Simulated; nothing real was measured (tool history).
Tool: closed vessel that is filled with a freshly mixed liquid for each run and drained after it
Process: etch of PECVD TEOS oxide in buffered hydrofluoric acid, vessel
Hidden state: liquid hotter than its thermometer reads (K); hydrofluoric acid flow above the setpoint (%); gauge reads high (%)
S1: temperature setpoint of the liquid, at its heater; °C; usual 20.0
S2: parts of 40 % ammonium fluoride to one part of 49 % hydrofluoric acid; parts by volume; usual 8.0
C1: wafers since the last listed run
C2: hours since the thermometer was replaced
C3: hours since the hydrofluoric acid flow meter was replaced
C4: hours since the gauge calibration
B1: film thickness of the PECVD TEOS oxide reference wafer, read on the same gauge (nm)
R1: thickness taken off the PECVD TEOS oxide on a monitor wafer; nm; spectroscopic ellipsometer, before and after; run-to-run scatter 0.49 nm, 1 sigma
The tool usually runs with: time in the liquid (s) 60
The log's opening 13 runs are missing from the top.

{"run": 14, "hour": 1047.9, "S1": 20.0, "S2": 5.5, "time in the liquid (s)": 45, "C1": 9628, "C2": 469.7, "C3": 322.4, "C4": 354.6, "B1": 149.97, "R1": 80.4}
{"run": 15, "hour": 1119.7, "S1": 23.5, "S2": 8.0, "time in the liquid (s)": 60, "C1": 9342, "C2": 541.5, "C3": 394.2, "C4": 426.4, "B1": 150.0, "R1": 91.82}
{"run": 16, "hour": 1186.6, "S1": 17.5, "S2": 10.0, "time in the liquid (s)": 80, "C1": 8704, "C2": 608.4, "C3": 461.1, "C4": 493.3, "B1": 149.96, "R1": 70.36}
{"run": 17, "hour": 1237.5, "S1": 20.0, "S2": 8.0, "time in the liquid (s)": 60, "C1": 6622, "C2": 659.3, "C3": 512.0, "C4": 544.2, "B1": 150.0, "R1": 76.8}
{"hour": 1259.7, "done": "thermometer replaced"}
{"run": 18, "hour": 1285.2, "S1": 20.0, "S2": 8.0, "time in the liquid (s)": 60, "C1": 6076, "C2": 25.5, "C3": 559.7, "C4": 591.9, "B1": 149.98, "R1": 76.99}
{"run": 19, "hour": 1383.0, "S1": 17.5, "S2": 6.5, "time in the liquid (s)": 90, "C1": 12725, "C2": 123.3, "C3": 657.5, "C4": 689.7, "B1": 149.96, "R1": 122.09}
{"hour": 1478.8, "done": "hydrofluoric acid flow meter replaced"}
{"run": 20, "hour": 1486.3, "S1": 20.0, "S2": 8.0, "time in the liquid (s)": 60, "C1": 13310, "C2": 226.6, "C3": 7.5, "C4": 793.0, "B1": 149.98, "R1": 72.73}
{"run": 21, "hour": 1580.4, "S1": 20.0, "S2": 10.0, "time in the liquid (s)": 85, "C1": 12243, "C2": 320.7, "C3": 101.6, "C4": 887.1, "B1": 149.99, "R1": 85.46}
{"run": 22, "hour": 1663.8, "S1": 23.0, "S2": 9.5, "time in the liquid (s)": 45, "C1": 10851, "C2": 404.1, "C3": 185.0, "C4": 970.5, "B1": 150.01, "R1": 55.13}
{"run": 23, "hour": 1931.2, "S1": 20.0, "S2": 8.0, "time in the liquid (s)": 60, "C1": 34792, "C2": 671.5, "C3": 452.4, "C4": 1237.9, "B1": 150.06, "R1": 76.73}
{"run": 24, "hour": 2011.3, "S1": 17.0, "S2": 5.5, "time in the liquid (s)": 90, "C1": 10422, "C2": 751.6, "C3": 532.5, "C4": 1318.0, "B1": 149.98, "R1": 137.57}
{"hour": 2046.3, "done": "thermometer replaced"}
{"run": 25, "hour": 2092.0, "S1": 18.5, "S2": 6.0, "time in the liquid (s)": 60, "C1": 10370, "C2": 45.7, "C3": 613.2, "C4": 1398.7, "B1": 150.02, "R1": 92.43}
{"run": 26, "hour": 2179.8, "S1": 20.0, "S2": 8.0, "time in the liquid (s)": 60, "C1": 11424, "C2": 133.5, "C3": 701.0, "C4": 1486.5, "B1": 150.02, "R1": 77.47}
{"run": 27, "hour": 2238.5, "S1": 20.0, "S2": 11.0, "time in the liquid (s)": 30, "C1": 7637, "C2": 192.2, "C3": 759.7, "C4": 1545.2, "B1": 150.03, "R1": 29.52}

Estimate the outcome of run 28 from the log above:
{"hour": 2286.4, "done": "hydrofluoric acid flow meter replaced"}
{"run": 28, "hour": 2293.4, "S1": 25.0, "S2": 8.0, "time in the liquid (s)": 60, "C1": 7013, "C2": 247.1, "C3": 7.0, "C4": 1600.1, "B1": "?", "R1": "?"}

{"run 28": {"B1": 149.99, "R1": 94.85}}
If the tool had no hidden condition, the same run with the same run-to-run variation would have returned R1 94.61 nm.
